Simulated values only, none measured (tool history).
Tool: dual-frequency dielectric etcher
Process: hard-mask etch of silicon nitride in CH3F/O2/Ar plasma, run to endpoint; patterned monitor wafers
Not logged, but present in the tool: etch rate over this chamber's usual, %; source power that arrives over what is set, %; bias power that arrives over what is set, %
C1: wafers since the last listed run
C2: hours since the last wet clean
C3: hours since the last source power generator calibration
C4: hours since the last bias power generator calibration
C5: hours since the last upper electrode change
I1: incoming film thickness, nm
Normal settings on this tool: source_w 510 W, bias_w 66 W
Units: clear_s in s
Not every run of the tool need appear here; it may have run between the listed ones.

{"run": 1, "hour": 0.0, "source_w": 510, "bias_w": 66, "C1": 0, "C2": 108.8, "C3": 1591.2, "C4": 3006.0, "C5": 939.8, "I1": 32.32, "clear_s": 44.7}
{"run": 2, "hour": 44.0, "source_w": 510, "bias_w": 66, "C1": 439, "C2": 152.8, "C3": 1635.2, "C4": 3050.0, "C5": 983.8, "I1": 32.49, "clear_s": 45.4}
{"run": 3, "hour": 146.1, "source_w": 510, "bias_w": 66, "C1": 1020, "C2": 254.9, "C3": 1737.3, "C4": 3152.1, "C5": 1085.9, "I1": 32.33, "clear_s": 45.0}
{"run": 4, "hour": 225.4, "source_w": 510, "bias_w": 66, "C1": 792, "C2": 334.2, "C3": 1816.6, "C4": 3231.4, "C5": 1165.2, "I1": 32.46, "clear_s": 44.5}
{"hour": 336.7, "done": "wet clean of the chamber"}
{"run": 5, "hour": 337.2, "source_w": 410, "bias_w": 76, "C1": 877, "C2": 0.5, "C3": 1928.4, "C4": 3343.2, "C5": 1277.0, "I1": 32.39, "clear_s": 45.6}
{"run": 6, "hour": 397.7, "source_w": 510, "bias_w": 66, "C1": 604, "C2": 61.0, "C3": 1988.9, "C4": 3403.7, "C5": 1337.5, "I1": 32.37, "clear_s": 43.3}
{"run": 7, "hour": 436.3, "source_w": 510, "bias_w": 66, "C1": 385, "C2": 99.6, "C3": 2027.5, "C4": 3442.3, "C5": 1376.1, "I1": 32.38, "clear_s": 43.3}
{"run": 8, "hour": 513.0, "source_w": 510, "bias_w": 66, "C1": 766, "C2": 176.3, "C3": 2104.2, "C4": 3519.0, "C5": 1452.8, "I1": 32.19, "clear_s": 42.8}
{"run": 9, "hour": 569.8, "source_w": 460, "bias_w": 66, "C1": 567, "C2": 233.1, "C3": 2161.0, "C4": 3575.8, "C5": 1509.6, "I1": 32.3, "clear_s": 44.0}
{"hour": 627.1, "done": "wet clean of the chamber, repeated, since the last time left the tool worse"}
{"run": 10, "hour": 627.6, "source_w": 460, "bias_w": 66, "C1": 337, "C2": 0.5, "C3": 2218.8, "C4": 3633.6, "C5": 1567.4, "I1": 32.14, "clear_s": 47.4}
{"run": 11, "hour": 706.1, "source_w": 460, "bias_w": 66, "C1": 784, "C2": 79.0, "C3": 2297.3, "C4": 3712.1, "C5": 1645.9, "I1": 32.65, "clear_s": 48.3}
{"run": 12, "hour": 799.1, "source_w": 510, "bias_w": 66, "C1": 929, "C2": 172.0, "C3": 2390.3, "C4": 3805.1, "C5": 1738.9, "I1": 32.4, "clear_s": 45.3}
{"run": 13, "hour": 880.8, "source_w": 460, "bias_w": 66, "C1": 816, "C2": 253.7, "C3": 2472.0, "C4": 3886.8, "C5": 1820.6, "I1": 32.62, "clear_s": 47.2}
{"hour": 947.4, "done": "bias power generator calibrated"}
{"run": 14, "hour": 981.2, "source_w": 410, "bias_w": 76, "C1": 963, "C2": 354.1, "C3": 2572.4, "C4": 33.8, "C5": 1921.0, "I1": 32.61, "clear_s": 46.4}
{"hour": 1056.5, "done": "wet clean of the chamber"}
{"run": 15, "hour": 1081.6, "source_w": 560, "bias_w": 56, "C1": 763, "C2": 25.1, "C3": 2672.8, "C4": 134.2, "C5": 2021.4, "I1": 32.58, "clear_s": 45.9}
{"hour": 1115.3, "done": "source power generator calibrated"}
{"hour": 1164.6, "done": "upper electrode replaced"}
{"run": 16, "hour": 1165.1, "source_w": 510, "bias_w": 66, "C1": 554, "C2": 108.6, "C3": 49.8, "C4": 217.7, "C5": 0.5, "I1": 32.39, "clear_s": 45.1}
{"run": 17, "hour": 1226.3, "source_w": 610, "bias_w": 75, "C1": 611, "C2": 169.8, "C3": 111.0, "C4": 278.9, "C5": 61.7, "I1": 32.54, "clear_s": 41.0}
{"run": 18, "hour": 1277.7, "source_w": 560, "bias_w": 52, "C1": 513, "C2": 221.2, "C3": 162.4, "C4": 330.3, "C5": 113.1, "I1": 32.71, "clear_s": 47.0}
{"hour": 1425.2, "done": "wet clean of the chamber"}
{"run": 19, "hour": 1477.7, "source_w": 420, "bias_w": 60, "C1": 1759, "C2": 52.5, "C3": 362.4, "C4": 530.3, "C5": 313.1, "I1": 32.45, "clear_s": 50.2}
{"run": 20, "hour": 1556.1, "source_w": 580, "bias_w": 66, "C1": 783, "C2": 130.9, "C3": 440.8, "C4": 608.7, "C5": 391.5, "I1": 32.35, "clear_s": 42.8}
{"run": 21, "hour": 1592.3, "source_w": 430, "bias_w": 75, "C1": 361, "C2": 167.1, "C3": 477.0, "C4": 644.9, "C5": 427.7, "I1": 32.16, "clear_s": 45.8}
{"run": 22, "hour": 1678.2, "source_w": 640, "bias_w": 66, "C1": 858, "C2": 253.0, "C3": 562.9, "C4": 730.8, "C5": 513.6, "I1": 32.49, "clear_s": 41.1}
{"hour": 1787.3, "done": "wet clean of the chamber"}
{"run": 23, "hour": 1787.8, "source_w": 390, "bias_w": 66, "C1": 855, "C2": 0.5, "C3": 672.5, "C4": 840.4, "C5": 623.2, "I1": 32.34, "clear_s": 50.4}

5 options for the next run, each taken on its own from the tool as it stands now. Forecast them:
{"run": "A", "hour": 1788.2, "source_w": 510, "bias_w": 56, "C1": 3, "C2": 0.9, "C3": 672.9, "C4": 840.8, "C5": 623.6, "I1": 32.35, "clear_s": "?"}
{"run": "B", "hour": 1788.2, "source_w": 590, "bias_w": 55, "C1": 3, "C2": 0.9, "C3": 672.9, "C4": 840.8, "C5": 623.6, "I1": 32.35, "clear_s": "?"}
{"run": "C", "hour": 1788.2, "source_w": 570, "bias_w": 66, "C1": 3, "C2": 0.9, "C3": 672.9, "C4": 840.8, "C5": 623.6, "I1": 32.35, "clear_s": "?"}
{"run": "D", "hour": 1788.2, "source_w": 410, "bias_w": 73, "C1": 3, "C2": 0.9, "C3": 672.9, "C4": 840.8, "C5": 623.6, "I1": 32.35, "clear_s": "?"}
{"run": "E", "hour": 1788.2, "source_w": 420, "bias_w": 54, "C1": 3, "C2": 0.9, "C3": 672.9, "C4": 840.8, "C5": 623.6, "I1": 32.35, "clear_s": "?"}

run=A clear_s=48.3
run=B clear_s=45.8
run=C clear_s=44.0
run=D clear_s=48.5
run=E clear_s=52.7
Take away the tool's hidden state, keep each run's random variation, and the runs would have read:
run=A clear_s=48.3
run=B clear_s=45.8
run=C clear_s=44.1
run=D clear_s=48.6
run=E clear_s=52.7

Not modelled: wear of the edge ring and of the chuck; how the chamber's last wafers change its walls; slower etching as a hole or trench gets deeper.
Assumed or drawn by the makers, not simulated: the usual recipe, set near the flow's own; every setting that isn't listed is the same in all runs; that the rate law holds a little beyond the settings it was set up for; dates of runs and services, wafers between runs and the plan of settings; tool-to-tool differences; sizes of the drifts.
